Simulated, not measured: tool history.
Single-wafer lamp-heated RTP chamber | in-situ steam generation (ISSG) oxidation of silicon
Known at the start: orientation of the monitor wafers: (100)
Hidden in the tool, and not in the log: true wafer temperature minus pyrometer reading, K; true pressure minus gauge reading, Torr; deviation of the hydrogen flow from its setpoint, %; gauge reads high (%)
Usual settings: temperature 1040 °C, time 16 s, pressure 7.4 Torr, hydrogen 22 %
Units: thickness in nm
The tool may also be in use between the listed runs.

run	hour	temperature	time	pressure	hydrogen	wafers since the last listed run	wafers since the last pyrometer calibration	hours since the pressure gauge was zeroed	hours since the hydrogen flow controller was replaced	hours since the gauge calibration	read-back reference wafer on the same gauge, thickness	thickness
1	0.0	1040	16	7.4	22	0	26	0.5	4168.6	364.5	4.457	5.430
2	5.1	1040	16	7.4	22	52	79	5.6	4173.7	369.6	4.457	5.475
3	13.2	1040	16	7.4	22	83	163	13.7	4181.8	377.7	4.456	5.497
4	19.3	1040	16	7.4	22	63	226	19.8	4187.9	383.8	4.464	5.490
5	25.7	1040	21	7.4	22	66	292	26.2	4194.3	390.2	4.460	6.328
6	40.7	1040	21	7.4	22	154	447	41.2	4209.3	405.2	4.459	6.359
# hour 41.6: gauge calibrated
7	47.4	1040	21	7.4	22	69	516	47.9	4216.0	5.8	4.462	6.387
8	53.6	1031	16	7.4	22	64	580	54.1	4222.2	12.0	4.462	5.317
9	61.1	1040	16	7.4	22	77	657	61.6	4229.7	19.5	4.457	5.580
10	67.6	1040	12	6.9	22	67	725	68.1	4236.2	26.0	4.460	4.839
11	78.6	1024	16	7.4	22	113	838	79.1	4247.2	37.0	4.459	5.177
12	96.1	1040	16	7.4	22	180	1019	96.6	4264.7	54.5	4.458	5.630
13	105.8	1050	16	7.4	22	100	1119	106.3	4274.4	64.2	4.464	5.902
14	118.6	1046	18	7.4	22	132	1252	119.1	4287.2	77.0	4.460	6.201
15	128.6	1040	18	7.4	22	103	1355	129.1	4297.2	87.0	4.458	5.980
16	141.7	1040	16	7.4	22	135	1490	142.2	4310.3	100.1	4.459	5.677
17	152.1	1040	20	8.0	15	107	1598	152.6	4320.7	110.5	4.459	5.840
18	167.2	1047	16	7.9	22	156	1754	167.7	4335.8	125.6	4.463	5.823
19	176.6	1022	18	7.4	13	97	1851	177.1	4345.2	135.0	4.457	4.865
# hour 198.4: hydrogen flow controller replaced
20	198.9	1055	16	7.4	14	147	1999	199.4	0.5	157.3	4.461	5.517
21	202.4	1040	16	7.4	22	36	2035	202.9	4.0	160.8	4.454	5.680
22	209.4	1040	13	7.4	22	72	2107	209.9	11.0	167.8	4.461	5.116
23	220.3	1055	22	7.4	19	112	2220	220.8	21.9	178.7	4.459	7.071
24	234.9	1040	16	7.4	22	150	2371	235.4	36.5	193.3	4.458	5.642
25	242.3	1040	16	7.4	22	76	2447	242.8	43.9	200.7	4.459	5.677
26	252.0	1045	19	8.7	22	100	2547	252.5	53.6	210.4	4.459	6.396
27	269.6	1040	16	8.9	16	181	2729	270.1	71.2	228.0	4.464	5.253
28	287.5	1029	13	7.4	22	184	2914	288.0	89.1	245.9	4.461	4.893
29	296.3	1040	16	7.4	22	90	3005	296.8	97.9	254.7	4.459	5.718
30	302.7	1040	16	7.4	22	66	3071	303.2	104.3	261.1	4.459	5.679

5 ways to go on from here, each from the tool as it stands after run 30. What would each give?
A	303.1	1040	16	7.4	22	4	3075	303.6	104.7	261.5	?	?
B	303.1	1059	13	8.5	17	4	3075	303.6	104.7	261.5	?	?
C	303.1	1051	19	8.1	19	4	3075	303.6	104.7	261.5	?	?
D	303.1	1040	16	7.4	31	4	3075	303.6	104.7	261.5	?	?
E	303.1	1057	16	8.7	29	4	3075	303.6	104.7	261.5	?	?

run	read-back reference wafer on the same gauge, thickness	thickness
A	4.459	5.690
B	4.459	5.305
C	4.459	6.379
D	4.459	6.243
E	4.459	6.648
Without the tool's hidden state the same runs would have given:
run	thickness
A	5.406
B	5.026
C	6.030
D	5.932
E	6.288
